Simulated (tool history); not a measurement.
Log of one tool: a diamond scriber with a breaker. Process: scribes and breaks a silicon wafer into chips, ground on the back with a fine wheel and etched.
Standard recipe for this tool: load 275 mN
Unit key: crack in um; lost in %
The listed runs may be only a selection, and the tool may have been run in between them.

run,hour,load,wafers since the last listed run,hours since the diamond tip was replaced,hours since the load on the tip was calibrated,"incoming depth of the damage left on the back of the incoming wafer, um",crack,lost
1,0.0,223,0,116.9,42.7,0.68,8.60,2.71
2,90.9,223,302,207.8,133.6,0.32,8.34,3.18
3,184.2,223,310,301.1,226.9,0.49,8.27,3.43
4,269.4,275,283,386.3,312.1,0.72,8.89,0.71
5,325.6,275,186,442.5,368.3,0.41,9.44,0.88
6,402.5,275,255,519.4,445.2,0.79,9.05,1.01
7,444.7,275,140,561.6,487.4,0.46,8.82,1.37
8,490.0,275,150,606.9,532.7,0.65,8.58,1.74
9,538.4,275,160,655.3,581.1,0.56,8.51,2.02
10,611.2,275,242,728.1,653.9,0.31,8.57,2.69
11,684.9,255,245,801.8,727.6,0.61,7.54,6.95
# hour 693.8: diamond tip replaced by a new one
12,790.1,275,343,96.3,832.8,0.35,8.76,1.66
13,882.7,275,307,188.9,925.4,0.73,8.37,2.54
14,946.5,275,212,252.7,989.2,0.46,8.25,3.01
# hour 953.1: load on the tip recalibrated
15,988.7,275,133,294.9,35.6,0.40,9.44,0.70
16,1042.9,237,180,349.1,89.8,0.52,8.55,2.97
17,1141.1,219,326,447.3,188.0,0.36,7.63,5.63
18,1198.8,219,191,505.0,245.7,0.46,7.84,5.77
19,1259.3,219,201,565.5,306.2,0.76,7.66,6.97
20,1334.1,299,248,640.3,381.0,0.65,9.08,0.99
# hour 1398.3: diamond tip replaced by a new one
21,1429.0,275,308,30.7,475.9,0.61,9.06,0.86
22,1513.1,275,279,114.8,560.0,0.43,9.11,0.98
23,1599.2,212,286,200.9,646.1,0.63,7.75,7.16
24,1640.7,337,137,242.4,687.6,0.80,9.83,0.67
25,1715.2,313,247,316.9,762.1,0.66,9.37,0.64
26,1807.2,275,305,408.9,854.1,0.44,8.52,2.98
27,1886.0,202,262,487.7,932.9,0.68,6.71,16.05
28,1937.6,308,171,539.3,984.5,0.80,8.36,2.45
# hour 1966.9: load on the tip recalibrated
29,1981.1,302,137,582.8,14.2,0.75,9.35,0.50
30,2021.1,346,133,622.8,54.2,0.62,10.32,1.13
31,2093.0,237,239,694.7,126.1,0.60,7.90,4.28
# hour 2133.9: diamond tip replaced by a new one
32,2150.6,242,184,16.7,183.7,0.39,8.47,1.85
33,2221.6,275,236,87.7,254.7,0.34,9.25,0.60
34,2316.4,312,315,182.5,349.5,0.33,10.21,0.68
35,2381.6,331,216,247.7,414.7,0.42,10.14,1.03
36,2472.7,248,302,338.8,505.8,0.57,8.17,2.59
37,2527.5,275,182,393.6,560.6,0.59,8.71,1.42
38,2632.3,253,348,498.4,665.4,0.57,8.11,3.92
39,2670.6,231,127,536.7,703.7,0.66,7.75,7.60
# hour 2904.9: load on the tip recalibrated
# hour 2927.0: diamond tip replaced by a new one
40,2951.1,314,919,24.1,46.2,0.71,10.61,0.99

For some of the steps in crack from one run to the next: how much would appear even if the tool had no hidden state, given the settings, what came in and random variation, and how much remains for the hidden state plus any gauge scatter that the measured result and the result without hidden state don't share?
What the log doesn't record here: share of the diamond tip's cutting effectiveness lost through wear, %; deviation of the load on the tip from its setpoint, %.
Run 14 -> 15: load on the tip recalibrated. crack +1.19 um: hidden state +0.92, all else +0.27.
Run 23 -> 24: load 212 -> 337. crack +2.08 um: hidden state -0.28, all else +2.36.
Run 28 -> 29: load 308 -> 302, load on the tip recalibrated. crack +0.99 um: hidden state +1.25, all else -0.26.
Run 30 -> 31: load 346 -> 237. crack -2.42 um: hidden state +0.01, all else -2.43.
Run 39 -> 40: load 231 -> 314, load on the tip recalibrated, diamond tip replaced by a new one. crack +2.86 um: hidden state +0.87, all else +1.99.
